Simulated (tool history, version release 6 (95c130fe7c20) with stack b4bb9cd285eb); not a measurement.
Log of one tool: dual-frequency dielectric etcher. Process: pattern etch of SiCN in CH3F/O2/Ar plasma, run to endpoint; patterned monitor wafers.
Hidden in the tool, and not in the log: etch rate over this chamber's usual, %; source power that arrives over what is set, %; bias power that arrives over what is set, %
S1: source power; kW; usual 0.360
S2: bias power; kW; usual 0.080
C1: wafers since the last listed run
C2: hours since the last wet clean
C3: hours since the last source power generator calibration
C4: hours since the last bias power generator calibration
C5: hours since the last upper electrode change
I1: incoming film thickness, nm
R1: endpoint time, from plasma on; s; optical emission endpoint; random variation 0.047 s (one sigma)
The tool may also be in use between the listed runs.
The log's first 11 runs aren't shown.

run     day     S1     S2   C1     C2      C3      C4      C5    I1    R1
 12  30.867  0.410  0.080  812  511.9   346.4   215.6    58.9  5.74  15.2
     33.304  -- wet clean of the chamber
 13  33.325  0.410  0.080  487    0.5   405.4   274.6   117.9  5.64  14.9
 14  35.296  0.400  0.090  658   47.8   452.7   321.9   165.2  5.72  14.5
 15  36.846  0.400  0.090  517   85.0   489.9   359.1   202.4  5.71  14.5
 16  38.554  0.380  0.093  570  126.0   530.9   400.1   243.4  5.78  14.9
 17  41.092  0.290  0.080  847  186.9   591.8   461.0   304.3  5.74  17.2
 18  42.888  0.430  0.100  599  230.0   634.9   504.1   347.4  5.74  13.7
 19  44.808  0.420  0.088  641  276.1   681.0   550.2   393.5  5.68  14.5
 20  47.550  0.330  0.093  915  341.9   746.8   616.0   459.3  5.65  15.5
 21  49.383  0.360  0.080  612  385.9   790.8   660.0   503.3  5.70  15.9
 22  51.275  0.410  0.099  631  431.3   836.2   705.4   548.7  5.72  14.1
 23  54.167  0.410  0.073  965  500.7   905.6   774.8   618.1  5.63  15.5
 24  56.604  0.330  0.074  814  559.2   964.1   833.3   676.6  5.74  17.2
 25  58.896  0.400  0.087  765  614.2  1019.1   888.3   731.6  5.77  15.1
     61.579  -- wet clean of the chamber
 26  61.746  0.360  0.090  617    4.0  1087.5   956.7   800.0  5.74  15.3
 27  63.558  0.360  0.080  605   47.5  1131.0  1000.2   843.5  5.65  15.7
 28  65.896  0.360  0.095  780  103.6  1187.1  1056.3   899.6  5.71  14.9
 29  68.038  0.400  0.065  715  155.0  1238.5  1107.7   951.0  5.72  16.5
 30  69.304  0.330  0.061  423  185.4  1268.9  1138.1   981.4  5.68  18.1
 31  70.896  0.440  0.086  531  223.6  1307.1  1176.3  1019.6  5.68  14.5
 32  72.775  0.360  0.080  627  268.7  1352.2  1221.4  1064.7  5.70  16.1
 33  74.817  0.360  0.086  681  317.7  1401.2  1270.4  1113.7  5.71  15.6
 34  77.629  0.400  0.090  939  385.2  1468.7  1337.9  1181.2  5.70  14.8

Forecast each of these 5 alternatives for the next run:
  A  77.646  0.360  0.092   5  385.6  1469.1  1338.3  1181.6  5.65   ?
  B  77.646  0.340  0.094   5  385.6  1469.1  1338.3  1181.6  5.65   ?
  C  77.646  0.300  0.086   5  385.6  1469.1  1338.3  1181.6  5.65   ?
  D  77.646  0.430  0.099   5  385.6  1469.1  1338.3  1181.6  5.65   ?
  E  77.646  0.310  0.094   5  385.6  1469.1  1338.3  1181.6  5.65   ?

run    R1
  A  15.1
  B  15.3
  C  16.6
  D  13.7
  E  15.8
Without the tool's hidden state the same runs would have given:
run    R1
  A  14.8
  B  15.0
  C  16.2
  D  13.4
  E  15.5
